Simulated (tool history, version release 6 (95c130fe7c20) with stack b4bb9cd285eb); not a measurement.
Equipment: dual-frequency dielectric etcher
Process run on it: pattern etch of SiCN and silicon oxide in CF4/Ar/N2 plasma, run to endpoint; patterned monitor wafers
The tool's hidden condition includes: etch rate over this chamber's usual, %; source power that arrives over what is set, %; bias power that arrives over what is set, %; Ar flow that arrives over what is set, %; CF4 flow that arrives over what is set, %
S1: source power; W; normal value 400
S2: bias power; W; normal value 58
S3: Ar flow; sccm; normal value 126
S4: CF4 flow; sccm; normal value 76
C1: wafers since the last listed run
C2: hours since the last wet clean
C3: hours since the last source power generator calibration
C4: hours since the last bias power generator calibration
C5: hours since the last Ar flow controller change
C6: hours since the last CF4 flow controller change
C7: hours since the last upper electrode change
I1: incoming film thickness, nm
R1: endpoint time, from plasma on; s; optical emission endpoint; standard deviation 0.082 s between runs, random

run     day   S1  S2   S3  S4    C1     C2      C3      C4      C5      C6      C7    I1    R1
  1       0  400  58  126  76     0    475   343.4  1983.6   367.9  1099.1  2432.6  8.56  11.8
      1.862  -- bias power generator calibrated
  2   3.917  400  58  104  76  1741    569   437.4    49.3   461.9  1193.1  2526.6  8.51  11.4
  3   6.504  460  65  102  64  1201  631.1   499.5   111.4     524  1255.2  2588.7  8.56   9.8
  4   8.025  480  68  154  81   706  667.6     536   147.9   560.5  1291.7  2625.2   8.5   9.4
        9.3  -- wet clean of the chamber
  5  10.138  400  58  126  76   516   20.1   586.7   198.6   611.2  1342.4  2675.9  8.52    12
  6  12.921  440  50  137  66  1292   86.9   653.5   265.4     678  1409.2  2742.7   8.4  11.5
  7  15.458  400  58  126  76  1178  147.8   714.4   326.3   738.9  1470.1  2803.6  8.61    12
  8  19.104  450  58  126  63  1692  235.3   801.9   413.8   826.4  1557.6  2891.1  8.56  10.8
  9  23.133  400  58  126  90  1870    332   898.6   510.5   923.1  1654.3  2987.8  8.48  11.5
 10  26.917  350  66  110  66  1756  422.8   989.4   601.3  1013.9  1745.1  3078.6  8.41  12.6
 11    28.5  400  64  140  61   735  460.8  1027.4   639.3  1051.9  1783.1  3116.6  8.54  11.6
 12  30.775  400  71  126  76  1056  515.4    1082   693.9  1106.5  1837.7  3171.2  8.49  10.6
 13  33.292  400  72  126  81  1168  575.8  1142.4   754.3  1166.9  1898.1  3231.6  8.44  10.4
     36.258  -- wet clean of the chamber
 14  36.429  400  58  126  76   992    4.1  1217.7   829.6  1242.2  1973.4  3306.9  8.49    12
     38.238  -- upper electrode replaced
     40.008  -- CF4 flow controller replaced
 15  48.221  440  48  154  67  4894  287.1  1500.7  1112.6  1525.2   197.1   239.6  8.48  11.7
 16  53.638  360  48  156  57  2514  417.1  1630.7  1242.6  1655.2   327.1   369.6  8.46  14.3
 17  56.475  330  58  126  76  1317  485.2  1698.8  1310.7  1723.3   395.2   437.7  8.49  13.7
 18   59.65  460  58  126  95  1474  561.4    1775  1386.9  1799.5   471.4   513.9  8.47   9.8
 19  62.892  400  64  126  87  1505  639.2  1852.8  1464.7  1877.3   549.2   591.7  8.51  10.9
     66.175  -- wet clean of the chamber
 20  66.604  400  58  108  76  1259   10.3  1941.9  1553.8  1966.4   638.3   680.8  8.54  11.7
 21  72.675  500  63  106  76  2818    156  2087.6  1699.5  2112.1     784   826.5  8.41   8.9
 22  74.708  480  58  126  76   944  204.8  2136.4  1748.3  2160.9   832.8   875.3  8.51   9.8
     77.925  -- bias power generator calibrated
 23  77.946  400  58  126  76  1425  282.5  2214.1     0.5  2238.6   910.5     953  8.45  11.4

For each run, what was the tool's unlogged condition?
bias power that arrives over what is set, %: 0 at every run
Ar flow that arrives over what is set, %: 0 at every run
CF4 flow that arrives over what is set, %: 0 at every run
H1: etch rate over this chamber's usual, %
H2: source power that arrives over what is set, %
run      H1    H2
  1     3.4  1.06
  2    4.08  1.23
  3    4.54  1.34
  4     4.8  1.41
  5    1.21   1.5
  6    1.69  1.62
  7    2.13  1.73
  8    2.77  1.89
  9    3.47  2.07
 10    4.13  2.23
 11    4.41   2.3
 12    4.81   2.4
 13    5.25  2.51
 14  -0.419  2.65
 15    1.64  3.16
 16    2.58   3.4
 17    3.08  3.52
 18    3.63  3.66
 19     4.2  3.81
 20   0.356  3.97
 21    1.42  4.23
 22    1.77  4.32
 23    2.34  4.46
